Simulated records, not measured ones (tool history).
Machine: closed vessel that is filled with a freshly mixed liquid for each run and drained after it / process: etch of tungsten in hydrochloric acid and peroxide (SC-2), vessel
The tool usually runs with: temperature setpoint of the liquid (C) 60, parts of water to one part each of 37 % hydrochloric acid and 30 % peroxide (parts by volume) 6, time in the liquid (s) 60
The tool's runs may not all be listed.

run	hour	temperature setpoint of the liquid (C)	parts of water to one part each of 37 % hydrochloric acid and 30 % peroxide (parts by volume)	time in the liquid (s)	wafers since the last listed run	hours since the thermometer was replaced	hours since the chemicals flow meter was replaced	hours since the drum of peroxide was connected	hours since the gauge calibration	read-back film thickness of the tungsten reference wafer, read on the same gauge (nm)	thickness taken off the tungsten on a monitor wafer (angstrom)
1	0	60	7	60	0	2432.2	1111	1234.3	387.4	80	502.5
2	11	60	6	60	1479	2443.2	1122	1245.3	398.4	80.04	566.3
3	45.3	60	6	60	4611	2477.5	1156.3	1279.6	432.7	80	568.3
4	60.3	60	6	60	2016	2492.5	1171.3	1294.6	447.7	80	565.7
5	75.2	60	6	60	2003	2507.4	1186.2	1309.5	462.6	79.99	559.5
6	120.2	60	6	60	6050	2552.4	1231.2	1354.5	507.6	80	569.4
7	129.2	60	6	60	1210	2561.4	1240.2	1363.5	516.6	80.03	561.9
# hour 129.6: gauge calibrated
8	135.5	60	7	50	847	2567.7	1246.5	1369.8	5.9	80.04	420.9
9	150.4	60	7	50	2003	2582.6	1261.4	1384.7	20.8	79.99	415.3
10	161.8	60	6	60	1532	2594	1272.8	1396.1	32.2	80	568.5
11	168.4	60	6	60	887	2600.6	1279.4	1402.7	38.8	80.03	562.5
12	181.3	60	6	60	1734	2613.5	1292.3	1415.6	51.7	79.98	566.2
# hour 183.4: chemicals flow meter replaced
13	189.2	60	6	60	927	2621.4	5.8	1423.5	59.6	80.04	562.7
14	202.8	63.5	4	40	1828	2635	19.4	1437.1	73.2	79.98	623.4
15	220.5	66	4	45	2379	2652.7	37.1	1454.8	90.9	80.04	822.1
16	232.3	67	8	30	1586	2664.5	48.9	1466.6	102.7	79.99	348.3
17	247.1	60	6	30	1989	2679.3	63.7	1481.4	117.5	80.01	281.6
# hour 253.4: thermometer replaced
18	259.8	69	6	70	1573	6.4	76.4	1494.1	130.2	79.99	1139.8
19	270.9	60	7	50	1492	17.5	87.5	1505.2	141.3	80	418
# hour 277.7: new drum of peroxide connected
20	278.8	60	4	85	927	25.4	95.4	1.1	149.2	79.98	1071.2
21	288.2	63	6	85	1263	34.8	104.8	10.5	158.6	80	957
22	304.9	53	8.5	30	2245	51.5	121.5	27.2	175.3	80.01	137.8
23	320.9	69.5	8.5	30	2151	67.5	137.5	43.2	191.3	80.04	387.6
24	332	53.5	4.5	80	1492	78.6	148.6	54.3	202.4	80	614.2
25	340.3	63.5	7	45	1115	86.9	156.9	62.6	210.7	80	470.1
26	351.1	60	6	60	1452	97.7	167.7	73.4	221.5	80	567.7
27	359.3	60	6	60	1102	105.9	175.9	81.6	229.7	80	566.1
28	368.6	51.5	8.5	35	1250	115.2	185.2	90.9	239	80.01	145.5
29	389.8	52	4	60	2850	136.4	206.4	112.1	260.2	79.99	448.7

Below are 5 alternative next runs, each starting from the tool's condition after run 29. Predict each:
A	390.5	60	6	60	94	137.1	207.1	112.8	260.9	?	?
B	390.5	60	4	60	94	137.1	207.1	112.8	260.9	?	?
C	390.5	65.5	8	60	94	137.1	207.1	112.8	260.9	?	?
D	390.5	60	6	95	94	137.1	207.1	112.8	260.9	?	?
E	390.5	56.5	7.5	40	94	137.1	207.1	112.8	260.9	?	?

run	read-back film thickness of the tungsten reference wafer, read on the same gauge (nm)	thickness taken off the tungsten on a monitor wafer (angstrom)
A	80.02	564.6
B	80.02	752.7
C	80.02	634.2
D	80.02	893.9
E	80.02	253.9
Without the tool's hidden state the same runs would have given:
run	thickness taken off the tungsten on a monitor wafer (angstrom)
A	564.6
B	752.7
C	634.2
D	893.9
E	253.9
